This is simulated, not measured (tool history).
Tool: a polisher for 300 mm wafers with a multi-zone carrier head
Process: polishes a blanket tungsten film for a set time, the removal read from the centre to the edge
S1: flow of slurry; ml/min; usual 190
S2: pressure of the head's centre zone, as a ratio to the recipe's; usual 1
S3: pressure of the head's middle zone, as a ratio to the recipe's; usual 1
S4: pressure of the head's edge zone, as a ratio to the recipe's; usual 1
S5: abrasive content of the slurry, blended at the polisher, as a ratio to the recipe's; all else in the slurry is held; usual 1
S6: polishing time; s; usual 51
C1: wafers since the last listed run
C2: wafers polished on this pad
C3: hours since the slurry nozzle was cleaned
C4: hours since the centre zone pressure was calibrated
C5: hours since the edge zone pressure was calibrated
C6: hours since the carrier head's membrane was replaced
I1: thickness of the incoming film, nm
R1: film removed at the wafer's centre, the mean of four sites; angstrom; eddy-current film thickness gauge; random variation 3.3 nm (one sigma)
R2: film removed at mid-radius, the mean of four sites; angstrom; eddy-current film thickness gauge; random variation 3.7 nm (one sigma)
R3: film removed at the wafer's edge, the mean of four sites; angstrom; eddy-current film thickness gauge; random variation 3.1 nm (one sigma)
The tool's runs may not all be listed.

run   hour   S1    S2    S3    S4    S5  S6   C1   C2     C3      C4     C5      C6      I1    R1    R2    R3
  1      0  190     1     1     1     1  51    0  892  612.8  1123.7    351  1519.2  1565.5  3113  3374  3358
       9.5  -- worn pad replaced by a new one
  2     10  190     1     1     1     1  51   77    6  622.8  1133.7    361  1529.2  1521.8  3156  3406  3361
  3   16.5  190     1     1     1     1  59   83   90  629.3  1140.2  367.5  1535.7  1537.7  3589  3920  3830
  4   30.2  190     1     1     1     1  59  175  266    643  1153.9  381.2  1549.4  1550.9  3545  3879  3855
  5   47.9  190     1     1     1     1  51  227  493  660.7  1171.6  398.9  1567.1  1540.8  3069  3367  3334
  6   62.4  190     1     1     1     1  51  186  679  675.2  1186.1  413.4  1581.6  1499.6  3084  3333  3353
  7     75  190     1     1     1     1  51  161  841  687.8  1198.7    426  1594.2  1527.4  3063  3359  3339
        95  -- worn pad replaced by a new one
  8  123.5  190  1.03     1     1     1  51  571  365  736.3  1247.2  474.5  1642.7    1530  3134  3379  3309
  9  133.7  190     1     1     1     1  51  131  496  746.5  1257.4  484.7  1652.9  1524.5  2990  3399  3349
 10    147  190     1     1     1     1  51  170  667  759.8  1270.7    498  1666.2  1498.8  3025  3348  3298
 11    156  190     1     1     1     1  51  115  783  768.8  1279.7    507  1675.2  1536.5  3033  3363  3362
 12  166.5  225     1  1.07     1     1  51  134  918  779.3  1290.2  517.5  1685.7  1515.7  3129  3622  3361
     175.1  -- worn pad replaced by a new one
     182.7  -- slurry nozzle cleaned
     213.7  -- edge zone pressure recalibrated
 13  214.2  190     1  0.89     1     1  51  522  463   31.5  1337.9    0.5  1733.4  1542.5  2960  3201  3377
     230.7  -- carrier head's membrane replaced by a new one
 14  231.2  190     1     1     1     1  51  154  618   48.5  1354.9   17.5     0.5  1513.4  2935  3340  3302
 15  241.5  170   0.9  1.11     1     1  40  132  750   58.8  1365.2   27.8    10.8  1533.4  2021  2757  2583
     247.1  -- worn pad replaced by a new one
 16  250.3  165     1     1  1.04     1  51   61   40   67.6    1374   36.6    19.6  1544.3  2866  3311  3281
     262.7  -- centre zone pressure recalibrated
 17  263.2  190     1   0.9     1  1.15  51  140  180   80.5     0.5   49.5    32.5  1541.4  3546  3333  3411
 18  314.5  190     1  1.05     1   1.3  65  658  839  131.8    51.8  100.8    83.8  1534.4  4572  4693  4500
 19    322  190     1  0.93     1     1  36   96  936  139.3    59.3  108.3    91.3  1532.1  2380  2266  2368
     326.6  -- worn pad replaced by a new one
 20  339.6  190     1     1     1     1  63  174  166  156.9    76.9  125.9   108.9  1501.8  4099  4170  4165
 21  348.1  190     1     1     1     1  51  109  275  165.4    85.4  134.4   117.4    1535  3331  3383  3385

4 ways to go on from here, each from the tool as it stands after run 21. What would each give?
  A  348.5  190     1     1     1    1  64   5  281  165.8  85.8  134.8  117.8  1554.3   ?   ?   ?
  B  348.5  145     1     1     1    1  51   5  281  165.8  85.8  134.8  117.8  1554.3   ?   ?   ?
  C  348.5  230  0.89  0.97     1    1  51   5  281  165.8  85.8  134.8  117.8  1554.3   ?   ?   ?
  D  348.5  190     1     1  1.04  1.2  51   5  281  165.8  85.8  134.8  117.8  1554.3   ?   ?   ?

run    R1    R2    R3
  A  4247  4168  4183
  B  3188  3151  3208
  C  3105  3363  3405
  D  3540  3474  3541
Without the tool's hidden state the same runs would have given:
run    R1    R2    R3
  A  4304  4168  4183
  B  3231  3150  3208
  C  3148  3363  3405
  D  3588  3474  3541

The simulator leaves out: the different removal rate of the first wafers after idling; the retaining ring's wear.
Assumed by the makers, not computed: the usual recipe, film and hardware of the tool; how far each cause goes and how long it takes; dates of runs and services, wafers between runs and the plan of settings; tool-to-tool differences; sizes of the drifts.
